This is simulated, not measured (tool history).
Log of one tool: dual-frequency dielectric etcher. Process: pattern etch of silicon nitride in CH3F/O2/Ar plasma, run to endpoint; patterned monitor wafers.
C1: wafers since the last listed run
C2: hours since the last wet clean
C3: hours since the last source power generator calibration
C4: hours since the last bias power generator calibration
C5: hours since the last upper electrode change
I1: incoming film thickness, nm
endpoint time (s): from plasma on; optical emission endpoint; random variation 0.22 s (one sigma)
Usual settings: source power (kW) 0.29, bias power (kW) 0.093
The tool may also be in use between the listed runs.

run 1 hour=0 | source_power_(kW)=0.29 bias_power_(kW)=0.093 | C1=0 C2=119.2 C3=3762.4 C4=1750.5 C5=3843.3 | I1=25.05 | endpoint_time_(s)=39.4
run 2 hour=46.6 | source_power_(kW)=0.25 bias_power_(kW)=0.093 | C1=636 C2=165.8 C3=3809 C4=1797.1 C5=3889.9 | I1=25.17 | endpoint_time_(s)=41.7
run 3 hour=230.5 | source_power_(kW)=0.25 bias_power_(kW)=0.093 | C1=2512 C2=349.7 C3=3992.9 C4=1981 C5=4073.8 | I1=25.02 | endpoint_time_(s)=41.3
run 4 hour=285.9 | source_power_(kW)=0.29 bias_power_(kW)=0.109 | C1=756 C2=405.1 C3=4048.3 C4=2036.4 C5=4129.2 | I1=24.92 | endpoint_time_(s)=35.7
-- hour=359.5 wet clean of the chamber
run 5 hour=360 | source_power_(kW)=0.29 bias_power_(kW)=0.109 | C1=684 C2=0.5 C3=4122.4 C4=2110.5 C5=4203.3 | I1=24.85 | endpoint_time_(s)=35.3
-- hour=386.1 source power generator calibrated
run 6 hour=389.2 | source_power_(kW)=0.24 bias_power_(kW)=0.093 | C1=344 C2=29.7 C3=3.1 C4=2139.7 C5=4232.5 | I1=24.79 | endpoint_time_(s)=41.1
run 7 hour=437.5 | source_power_(kW)=0.24 bias_power_(kW)=0.093 | C1=659 C2=78 C3=51.4 C4=2188 C5=4280.8 | I1=24.66 | endpoint_time_(s)=40.6
run 8 hour=478.6 | source_power_(kW)=0.24 bias_power_(kW)=0.093 | C1=561 C2=119.1 C3=92.5 C4=2229.1 C5=4321.9 | I1=24.86 | endpoint_time_(s)=41.6
run 9 hour=531.7 | source_power_(kW)=0.29 bias_power_(kW)=0.093 | C1=725 C2=172.2 C3=145.6 C4=2282.2 C5=4375 | I1=24.96 | endpoint_time_(s)=39.1
run 10 hour=599.6 | source_power_(kW)=0.29 bias_power_(kW)=0.083 | C1=927 C2=240.1 C3=213.5 C4=2350.1 C5=4442.9 | I1=24.86 | endpoint_time_(s)=41.6
run 11 hour=665.2 | source_power_(kW)=0.29 bias_power_(kW)=0.093 | C1=896 C2=305.7 C3=279.1 C4=2415.7 C5=4508.5 | I1=24.9 | endpoint_time_(s)=39.2
run 12 hour=724.9 | source_power_(kW)=0.25 bias_power_(kW)=0.093 | C1=815 C2=365.4 C3=338.8 C4=2475.4 C5=4568.2 | I1=25.03 | endpoint_time_(s)=41.1
run 13 hour=753.7 | source_power_(kW)=0.34 bias_power_(kW)=0.085 | C1=393 C2=394.2 C3=367.6 C4=2504.2 C5=4597 | I1=24.64 | endpoint_time_(s)=39
-- hour=780.4 upper electrode replaced
run 14 hour=781.1 | source_power_(kW)=0.31 bias_power_(kW)=0.093 | C1=46 C2=421.6 C3=395 C4=2531.6 C5=0.7 | I1=24.92 | endpoint_time_(s)=37.9
-- hour=833.3 wet clean of the chamber
run 15 hour=840.8 | source_power_(kW)=0.26 bias_power_(kW)=0.093 | C1=487 C2=7.5 C3=454.7 C4=2591.3 C5=60.4 | I1=24.86 | endpoint_time_(s)=40.3
-- hour=877.8 bias power generator calibrated
run 16 hour=912.6 | source_power_(kW)=0.29 bias_power_(kW)=0.093 | C1=926 C2=79.3 C3=526.5 C4=34.8 C5=132.2 | I1=24.8 | endpoint_time_(s)=37.9
run 17 hour=983.7 | source_power_(kW)=0.22 bias_power_(kW)=0.105 | C1=971 C2=150.4 C3=597.6 C4=105.9 C5=203.3 | I1=24.93 | endpoint_time_(s)=38.8
run 18 hour=1012.6 | source_power_(kW)=0.31 bias_power_(kW)=0.077 | C1=394 C2=179.3 C3=626.5 C4=134.8 C5=232.2 | I1=25.13 | endpoint_time_(s)=42.3
run 19 hour=1052.5 | source_power_(kW)=0.29 bias_power_(kW)=0.102 | C1=545 C2=219.2 C3=666.4 C4=174.7 C5=272.1 | I1=24.77 | endpoint_time_(s)=36
run 20 hour=1115.9 | source_power_(kW)=0.29 bias_power_(kW)=0.093 | C1=866 C2=282.6 C3=729.8 C4=238.1 C5=335.5 | I1=24.85 | endpoint_time_(s)=38.1
run 21 hour=1149.5 | source_power_(kW)=0.29 bias_power_(kW)=0.093 | C1=459 C2=316.2 C3=763.4 C4=271.7 C5=369.1 | I1=24.98 | endpoint_time_(s)=38.4
run 22 hour=1178.6 | source_power_(kW)=0.22 bias_power_(kW)=0.086 | C1=397 C2=345.3 C3=792.5 C4=300.8 C5=398.2 | I1=25 | endpoint_time_(s)=43.7
run 23 hour=1217.7 | source_power_(kW)=0.36 bias_power_(kW)=0.093 | C1=534 C2=384.4 C3=831.6 C4=339.9 C5=437.3 | I1=24.72 | endpoint_time_(s)=35.6
-- hour=1260.3 bias power generator calibrated, repeated, since the last time left the tool worse
run 24 hour=1289.6 | source_power_(kW)=0.29 bias_power_(kW)=0.093 | C1=927 C2=456.3 C3=903.5 C4=29.3 C5=509.2 | I1=24.91 | endpoint_time_(s)=39.5
-- hour=1325.4 wet clean of the chamber
run 25 hour=1345.4 | source_power_(kW)=0.33 bias_power_(kW)=0.093 | C1=434 C2=20 C3=959.3 C4=85.1 C5=565 | I1=24.82 | endpoint_time_(s)=38
run 26 hour=1375.7 | source_power_(kW)=0.29 bias_power_(kW)=0.093 | C1=414 C2=50.3 C3=989.6 C4=115.4 C5=595.3 | I1=24.96 | endpoint_time_(s)=39.8
run 27 hour=1419.7 | source_power_(kW)=0.33 bias_power_(kW)=0.075 | C1=601 C2=94.3 C3=1033.6 C4=159.4 C5=639.3 | I1=24.94 | endpoint_time_(s)=43.1
run 28 hour=1459.6 | source_power_(kW)=0.25 bias_power_(kW)=0.111 | C1=545 C2=134.2 C3=1073.5 C4=199.3 C5=679.2 | I1=24.81 | endpoint_time_(s)=37.6
run 29 hour=1523.3 | source_power_(kW)=0.27 bias_power_(kW)=0.105 | C1=870 C2=197.9 C3=1137.2 C4=263 C5=742.9 | I1=25.02 | endpoint_time_(s)=37.6
run 30 hour=1570.8 | source_power_(kW)=0.29 bias_power_(kW)=0.093 | C1=649 C2=245.4 C3=1184.7 C4=310.5 C5=790.4 | I1=24.61 | endpoint_time_(s)=39.3
run 31 hour=1609.8 | source_power_(kW)=0.33 bias_power_(kW)=0.108 | C1=532 C2=284.4 C3=1223.7 C4=349.5 C5=829.4 | I1=24.94 | endpoint_time_(s)=35.3
run 32 hour=1675.4 | source_power_(kW)=0.25 bias_power_(kW)=0.083 | C1=896 C2=350 C3=1289.3 C4=415.1 C5=895 | I1=25.1 | endpoint_time_(s)=45.2
-- hour=1750.2 wet clean of the chamber
run 33 hour=1750.7 | source_power_(kW)=0.29 bias_power_(kW)=0.093 | C1=700 C2=0.5 C3=1364.6 C4=490.4 C5=970.3 | I1=24.65 | endpoint_time_(s)=39.4
run 34 hour=1784.1 | source_power_(kW)=0.26 bias_power_(kW)=0.106 | C1=456 C2=33.9 C3=1398 C4=523.8 C5=1003.7 | I1=25.07 | endpoint_time_(s)=38.3
run 35 hour=1839.8 | source_power_(kW)=0.31 bias_power_(kW)=0.081 | C1=761 C2=89.6 C3=1453.7 C4=579.5 C5=1059.4 | I1=25.06 | endpoint_time_(s)=42.6

Measured less the same run without the tool's hidden state. The same run-to-run variation is in both; the gauge's scatter may not be:
The hidden state here: etch rate over this chamber's usual, %; source power that arrives over what is set, %; bias power that arrives over what is set, %.
run=1 endpoint_time_(s)=-0.4
run=2 endpoint_time_(s)=-0.5
run=3 endpoint_time_(s)=-0.6
run=4 endpoint_time_(s)=-0.5
run=5 endpoint_time_(s)=-0.6
run=6 endpoint_time_(s)=-0.7
run=7 endpoint_time_(s)=-0.7
run=8 endpoint_time_(s)=-0.7
run=9 endpoint_time_(s)=-0.7
run=10 endpoint_time_(s)=-0.8
run=11 endpoint_time_(s)=-0.8
run=12 endpoint_time_(s)=-0.8
run=13 endpoint_time_(s)=-0.8
run=14 endpoint_time_(s)=-0.8
run=15 endpoint_time_(s)=-0.9
run=16 endpoint_time_(s)=-1.4
run=17 endpoint_time_(s)=-1.5
run=18 endpoint_time_(s)=-1.5
run=19 endpoint_time_(s)=-1.4
run=20 endpoint_time_(s)=-1.4
run=21 endpoint_time_(s)=-1.5
run=22 endpoint_time_(s)=-1.6
run=23 endpoint_time_(s)=-1.3
run=24 endpoint_time_(s)=+0
run=25 endpoint_time_(s)=+0
run=26 endpoint_time_(s)=+0
run=27 endpoint_time_(s)=+0
run=28 endpoint_time_(s)=+0
run=29 endpoint_time_(s)=+0
run=30 endpoint_time_(s)=+0
run=31 endpoint_time_(s)=+0
run=32 endpoint_time_(s)=+0
run=33 endpoint_time_(s)=+0
run=34 endpoint_time_(s)=+0
run=35 endpoint_time_(s)=+0

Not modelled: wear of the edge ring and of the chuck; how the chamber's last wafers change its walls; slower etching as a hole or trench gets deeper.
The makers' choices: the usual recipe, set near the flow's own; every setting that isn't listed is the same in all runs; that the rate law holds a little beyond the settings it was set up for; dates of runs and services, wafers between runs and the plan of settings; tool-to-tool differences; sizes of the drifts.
